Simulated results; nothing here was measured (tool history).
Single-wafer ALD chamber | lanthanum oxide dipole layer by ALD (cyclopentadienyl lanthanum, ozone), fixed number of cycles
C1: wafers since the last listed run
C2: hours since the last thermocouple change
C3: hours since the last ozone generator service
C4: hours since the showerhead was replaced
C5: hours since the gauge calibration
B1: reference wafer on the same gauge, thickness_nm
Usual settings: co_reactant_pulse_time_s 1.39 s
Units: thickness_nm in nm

Run 1, hour 0: usual settings but co_reactant_pulse_time_s 1.05 s; C1 0; C2 766; C3 357.5; C4 4717.5; C5 2169.5; B1 0.534. Result: thickness_nm 0.495 nm.
Run 2, hour 102.2: usual settings but co_reactant_pulse_time_s 1.05 s; C1 2187; C2 868.2; C3 459.7; C4 4819.7; C5 2271.7; B1 0.534. Result: thickness_nm 0.493 nm.
Run 3, hour 164.7: usual settings but co_reactant_pulse_time_s 1.05 s; C1 1337; C2 930.7; C3 522.2; C4 4882.2; C5 2334.2; B1 0.534. Result: thickness_nm 0.49 nm.
Run 4, hour 207.8: usual settings; C1 922; C2 973.8; C3 565.3; C4 4925.3; C5 2377.3; B1 0.534. Result: thickness_nm 0.525 nm.
At hour 298.3: ozone generator serviced.
Run 5, hour 315.5: usual settings; C1 2134; C2 1081.5; C3 17.2; C4 5033; C5 2485; B1 0.534. Result: thickness_nm 0.517 nm.
Run 6, hour 418.8: usual settings; C1 2211; C2 1184.8; C3 120.5; C4 5136.3; C5 2588.3; B1 0.534. Result: thickness_nm 0.517 nm.
Run 7, hour 522.9: usual settings; C1 2228; C2 1288.9; C3 224.6; C4 5240.4; C5 2692.4; B1 0.534. Result: thickness_nm 0.517 nm.
Run 8, hour 585: usual settings; C1 1329; C2 1351; C3 286.7; C4 5302.5; C5 2754.5; B1 0.534. Result: thickness_nm 0.517 nm.
At hour 650.3: ozone generator serviced, repeated, since the last time left the tool worse.
Run 9, hour 687.5: usual settings but co_reactant_pulse_time_s 1.06 s; C1 2023; C2 1453.5; C3 37.2; C4 5405; C5 2857; B1 0.534. Result: thickness_nm 0.499 nm.
At hour 704.8: gauge calibrated.
Run 10, hour 785.2: usual settings but co_reactant_pulse_time_s 1.06 s; C1 2091; C2 1551.2; C3 134.9; C4 5502.7; C5 80.4; B1 0.534. Result: thickness_nm 0.5 nm.
Run 11, hour 834.8: usual settings; C1 1061; C2 1600.8; C3 184.5; C4 5552.3; C5 130; B1 0.534. Result: thickness_nm 0.531 nm.
Run 12, hour 941.7: usual settings but co_reactant_pulse_time_s 1.69 s; C1 2288; C2 1707.7; C3 291.4; C4 5659.2; C5 236.9; B1 0.534. Result: thickness_nm 0.545 nm.
Run 13, hour 990.6: usual settings but co_reactant_pulse_time_s 1.69 s; C1 1046; C2 1756.6; C3 340.3; C4 5708.1; C5 285.8; B1 0.534. Result: thickness_nm 0.545 nm.
Run 14, hour 1029.1: usual settings; C1 824; C2 1795.1; C3 378.8; C4 5746.6; C5 324.3; B1 0.534. Result: thickness_nm 0.528 nm.
At hour 1079: thermocouple changed; heater temperature recalibrated.
Run 15, hour 1109.6: usual settings; C1 1552; C2 30.6; C3 459.3; C4 5827.1; C5 404.8; B1 0.534. Result: thickness_nm 0.525 nm.
Run 16, hour 1151.8: usual settings; C1 903; C2 72.8; C3 501.5; C4 5869.3; C5 447; B1 0.534. Result: thickness_nm 0.527 nm.
Run 17, hour 1255: usual settings but co_reactant_pulse_time_s 0.95 s; C1 2209; C2 176; C3 604.7; C4 5972.5; C5 550.2; B1 0.534. Result: thickness_nm 0.473 nm.
At hour 1279.5: ozone generator serviced.
Run 18, hour 1342.6: usual settings but co_reactant_pulse_time_s 1 s; C1 1704; C2 263.6; C3 63.1; C4 6060.1; C5 637.8; B1 0.534. Result: thickness_nm 0.49 nm.
Run 19, hour 1413.7: usual settings but co_reactant_pulse_time_s 1.05 s; C1 1522; C2 334.7; C3 134.2; C4 6131.2; C5 708.9; B1 0.534. Result: thickness_nm 0.495 nm.
Run 20, hour 1491.4: usual settings but co_reactant_pulse_time_s 1.65 s; C1 1663; C2 412.4; C3 211.9; C4 6208.9; C5 786.6; B1 0.534. Result: thickness_nm 0.544 nm.
Run 21, hour 1564.4: usual settings; C1 1562; C2 485.4; C3 284.9; C4 6281.9; C5 859.6; B1 0.534. Result: thickness_nm 0.528 nm.
At hour 1579.6: showerhead replaced.
Run 22, hour 1670.5: usual settings but co_reactant_pulse_time_s 1.7 s; C1 2100; C2 591.5; C3 391; C4 90.9; C5 965.7; B1 0.534. Result: thickness_nm 0.542 nm.
Run 23, hour 1775.8: usual settings but co_reactant_pulse_time_s 1.71 s; C1 2254; C2 696.8; C3 496.3; C4 196.2; C5 1071; B1 0.534. Result: thickness_nm 0.543 nm.
Run 24, hour 1835.1: usual settings but co_reactant_pulse_time_s 1.9 s; C1 1269; C2 756.1; C3 555.6; C4 255.5; C5 1130.3; B1 0.534. Result: thickness_nm 0.548 nm.
Run 25, hour 1886.4: usual settings but co_reactant_pulse_time_s 1.9 s; C1 1098; C2 807.4; C3 606.9; C4 306.8; C5 1181.6; B1 0.534. Result: thickness_nm 0.551 nm.
Run 26, hour 1959.2: usual settings but co_reactant_pulse_time_s 1.22 s; C1 1558; C2 880.2; C3 679.7; C4 379.6; C5 1254.4; B1 0.534. Result: thickness_nm 0.507 nm.
At hour 2032.6: ozone generator serviced.
Run 27, hour 2061.5: usual settings; C1 2018; C2 982.5; C3 28.9; C4 481.9; C5 1356.7; B1 0.534. Result: thickness_nm 0.526 nm.
Run 28, hour 2169.1: usual settings but co_reactant_pulse_time_s 1.13 s; C1 2303; C2 1090.1; C3 136.5; C4 589.5; C5 1464.3; B1 0.534. Result: thickness_nm 0.506 nm.
Run 29, hour 2207.1: usual settings but co_reactant_pulse_time_s 1.93 s; C1 813; C2 1128.1; C3 174.5; C4 627.5; C5 1502.3; B1 0.534. Result: thickness_nm 0.552 nm.
Run 30, hour 2263.2: usual settings but co_reactant_pulse_time_s 1.18 s; C1 1200; C2 1184.2; C3 230.6; C4 683.6; C5 1558.4; B1 0.534. Result: thickness_nm 0.511 nm.
Run 31, hour 2362.1: usual settings but co_reactant_pulse_time_s 1.9 s; C1 2117; C2 1283.1; C3 329.5; C4 782.5; C5 1657.3; B1 0.534. Result: thickness_nm 0.551 nm.
Run 32, hour 2467: usual settings but co_reactant_pulse_time_s 0.89 s; C1 2245; C2 1388; C3 434.4; C4 887.4; C5 1762.2; B1 0.534. Result: thickness_nm 0.468 nm.
Run 33, hour 2536.8: usual settings but co_reactant_pulse_time_s 1.68 s; C1 1494; C2 1457.8; C3 504.2; C4 957.2; C5 1832; B1 0.534. Result: thickness_nm 0.544 nm.

What the log doesn't show, run by run:
wafer temperature above the value expected at the setpoint (K): 0 in every run
gauge reads high (%): 0 in every run
H1: ozone dose above that of a generator just serviced (%)
run      H1
  1   -2.22
  2   -3.36
  3    -4.2
  4   -4.84
  5   -11.5
  6   -11.7
  7   -12.2
  8   -12.6
  9  -0.132
 10  -0.362
 11  -0.579
 12   -1.27
 13    -1.7
 14   -2.08
 15      -3
 16   -3.55
 17   -5.11
 18  -0.159
 19  -0.351
 20  -0.718
 21   -1.21
 22    -2.2
 23   -3.47
 24   -4.33
 25   -5.14
 26   -6.42
 27  -0.347
 28   -0.59
 29  -0.752
 30   -1.06
 31   -1.82
 32   -2.92
 33   -3.81

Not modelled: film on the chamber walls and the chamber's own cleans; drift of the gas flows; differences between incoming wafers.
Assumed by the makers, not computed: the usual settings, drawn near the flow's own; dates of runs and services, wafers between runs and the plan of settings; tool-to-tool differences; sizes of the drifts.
